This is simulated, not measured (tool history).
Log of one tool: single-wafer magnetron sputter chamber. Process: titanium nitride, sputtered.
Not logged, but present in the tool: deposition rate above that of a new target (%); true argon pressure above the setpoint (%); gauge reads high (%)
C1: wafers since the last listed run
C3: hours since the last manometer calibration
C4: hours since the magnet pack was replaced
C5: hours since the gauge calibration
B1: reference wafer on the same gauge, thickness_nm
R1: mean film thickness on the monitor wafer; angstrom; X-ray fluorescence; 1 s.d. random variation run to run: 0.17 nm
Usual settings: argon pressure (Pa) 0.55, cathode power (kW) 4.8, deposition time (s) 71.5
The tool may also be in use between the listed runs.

Run 1, hour 0: usual settings; C1 0; wafers on the sputter target 616; C3 1267.4; C4 3702.2; C5 158; B1 58.963. Result: R1 574.04 angstrom.
Run 2, hour 34.8: usual settings; C1 376; wafers on the sputter target 992; C3 1302.2; C4 3737; C5 192.8; B1 59.016. Result: R1 574.72 angstrom.
Run 3, hour 63.4: usual settings but argon pressure (Pa) 0.635; C1 309; wafers on the sputter target 1301; C3 1330.8; C4 3765.6; C5 221.4; B1 58.957. Result: R1 561.28 angstrom.
Run 4, hour 143: usual settings but argon pressure (Pa) 0.635; C1 860; wafers on the sputter target 2161; C3 1410.4; C4 3845.2; C5 301; B1 58.959. Result: R1 557.62 angstrom.
At hour 165.9: capacitance manometer re-zeroed and calibrated.
Run 5, hour 211.4: usual settings but argon pressure (Pa) 0.635; C1 652; wafers on the sputter target 2814; C3 45.5; C4 3913.6; C5 369.4; B1 59.044. Result: R1 568.91 angstrom.
Run 6, hour 273: usual settings but argon pressure (Pa) 0.696, deposition time (s) 77.9; C1 665; wafers on the sputter target 3480; C3 107.1; C4 3975.2; C5 431; B1 59.038. Result: R1 603.09 angstrom.
Run 7, hour 345: usual settings but cathode power (kW) 5.6, deposition time (s) 62.1; C1 778; wafers on the sputter target 4258; C3 179.1; C4 4047.2; C5 503; B1 59.013. Result: R1 571.25 angstrom.
Run 8, hour 370.7: usual settings but argon pressure (Pa) 0.683; C1 277; wafers on the sputter target 4536; C3 204.8; C4 4072.9; C5 528.7; B1 59.002. Result: R1 550.19 angstrom.
At hour 441: sputter target and shields replaced.
Run 9, hour 441.5: usual settings but argon pressure (Pa) 0.492, deposition time (s) 80; C1 678; wafers on the sputter target 5; C3 275.6; C4 4143.7; C5 599.5; B1 59.038. Result: R1 664.67 angstrom.
Run 10, hour 482.4: usual settings but argon pressure (Pa) 0.492, deposition time (s) 80; C1 442; wafers on the sputter target 447; C3 316.5; C4 4184.6; C5 640.4; B1 59.012. Result: R1 660.93 angstrom.
Run 11, hour 676.4: usual settings but argon pressure (Pa) 0.492, deposition time (s) 80; C1 2096; wafers on the sputter target 2544; C3 510.5; C4 4378.6; C5 834.4; B1 58.964. Result: R1 656.13 angstrom.
Run 12, hour 717.3: usual settings but deposition time (s) 66.2; C1 442; wafers on the sputter target 2986; C3 551.4; C4 4419.5; C5 875.3; B1 59.009. Result: R1 533.64 angstrom.
Run 13, hour 757.1: usual settings but cathode power (kW) 4.35; C1 430; wafers on the sputter target 3416; C3 591.2; C4 4459.3; C5 915.1; B1 58.959. Result: R1 526.06 angstrom.
Run 14, hour 825.2: usual settings but cathode power (kW) 5.2; C1 736; wafers on the sputter target 4152; C3 659.3; C4 4527.4; C5 983.2; B1 58.924. Result: R1 611.32 angstrom.
Run 15, hour 889.3: usual settings but argon pressure (Pa) 0.479, deposition time (s) 83.8; C1 692; wafers on the sputter target 4845; C3 723.4; C4 4591.5; C5 1047.3; B1 59.008. Result: R1 678.16 angstrom.
At hour 953.4: magnet pack replaced.
Run 16, hour 953.9: usual settings but argon pressure (Pa) 0.656, cathode power (kW) 5.2, deposition time (s) 57.4; C1 611; wafers on the sputter target 5457; C3 788; C4 0.5; C5 1111.9; B1 58.932. Result: R1 467.55 angstrom.
At hour 983.1: sputter target and shields replaced.
Run 17, hour 983.6: usual settings but argon pressure (Pa) 0.647, cathode power (kW) 5.35, deposition time (s) 58.8; C1 234; wafers on the sputter target 5; C3 817.7; C4 30.2; C5 1141.6; B1 59.033. Result: R1 505.76 angstrom.
Run 18, hour 1049.5: usual settings but argon pressure (Pa) 0.334, cathode power (kW) 5.1, deposition time (s) 80; C1 712; wafers on the sputter target 717; C3 883.6; C4 96.1; C5 1207.5; B1 59.065. Result: R1 726.18 angstrom.
Run 19, hour 1090.2: usual settings; C1 439; wafers on the sputter target 1157; C3 924.3; C4 136.8; C5 1248.2; B1 59.034. Result: R1 572.42 angstrom.
Run 20, hour 1143.6: usual settings; C1 577; wafers on the sputter target 1734; C3 977.7; C4 190.2; C5 1301.6; B1 59. Result: R1 570.8 angstrom.
Run 21, hour 1212.1: usual settings; C1 740; wafers on the sputter target 2475; C3 1046.2; C4 258.7; C5 1370.1; B1 58.963. Result: R1 569.09 angstrom.
Run 22, hour 1275.9: usual settings but deposition time (s) 66.3; C1 689; wafers on the sputter target 3164; C3 1110; C4 322.5; C5 1433.9; B1 58.965. Result: R1 527.79 angstrom.

The next listed run, before its measurement:
Run 23, hour 1336: usual settings but deposition time (s) 62.5; C1 649; wafers on the sputter target 3814; C3 1170.1; C4 382.6; C5 1494; B1 ?. Result: R1 ?.

Run 23 yielded B1 59.015, R1 492.89 angstrom.
With no hidden state in the tool, this same run would have given R1 512.62 angstrom.
